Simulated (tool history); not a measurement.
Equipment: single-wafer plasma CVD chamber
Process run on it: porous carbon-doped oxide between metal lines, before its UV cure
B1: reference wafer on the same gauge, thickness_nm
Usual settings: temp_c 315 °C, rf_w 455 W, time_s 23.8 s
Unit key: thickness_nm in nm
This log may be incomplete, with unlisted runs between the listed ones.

run 1 hour=0 | temp_c=315 rf_w=455 time_s=23.8 | B1=122.957 | thickness_nm=103.721
run 2 hour=16.7 | temp_c=315 rf_w=455 time_s=23.8 | B1=122.925 | thickness_nm=103.696
run 3 hour=33.2 | temp_c=315 rf_w=455 time_s=23.8 | B1=123.108 | thickness_nm=102.536
run 4 hour=45.3 | temp_c=315 rf_w=455 time_s=23.8 | B1=123.123 | thickness_nm=103.207
run 5 hour=62.9 | temp_c=320 rf_w=455 time_s=23.8 | B1=122.832 | thickness_nm=100.637
run 6 hour=86.5 | temp_c=320 rf_w=455 time_s=23.8 | B1=123.21 | thickness_nm=100.387
run 7 hour=104.1 | temp_c=320 rf_w=455 time_s=23.8 | B1=122.996 | thickness_nm=100.346
-- hour=123.6 thermocouple changed; heater temperature recalibrated
run 8 hour=131.7 | temp_c=315 rf_w=455 time_s=23.8 | B1=122.748 | thickness_nm=102.809
run 9 hour=149.6 | temp_c=315 rf_w=455 time_s=23.8 | B1=122.936 | thickness_nm=104.261
run 10 hour=193 | temp_c=315 rf_w=455 time_s=23.8 | B1=123.043 | thickness_nm=102.815
run 11 hour=218.9 | temp_c=309 rf_w=510 time_s=23.8 | B1=123.201 | thickness_nm=114.939
-- hour=245 showerhead replaced
run 12 hour=245.5 | temp_c=315 rf_w=455 time_s=23.8 | B1=122.869 | thickness_nm=102.911
-- hour=260.7 RF generator calibrated
run 13 hour=267.6 | temp_c=329 rf_w=455 time_s=23.8 | B1=123.157 | thickness_nm=94.645
-- hour=282.9 gauge calibrated
run 14 hour=285.4 | temp_c=315 rf_w=380 time_s=23.8 | B1=123.048 | thickness_nm=89.933
run 15 hour=302.2 | temp_c=302 rf_w=420 time_s=19.9 | B1=122.783 | thickness_nm=88.232
run 16 hour=325.1 | temp_c=315 rf_w=405 time_s=26.1 | B1=123.052 | thickness_nm=103.682

Estimate the outcome of run 17 from the log above:
run 17 hour=357 | temp_c=315 rf_w=455 time_s=20.4 | B1=? | thickness_nm=?

{"run 17": {"B1": 123.165, "thickness_nm": 89.568}}
Had the tool carried no hidden state, the very same run would have given thickness_nm 89.568 nm.
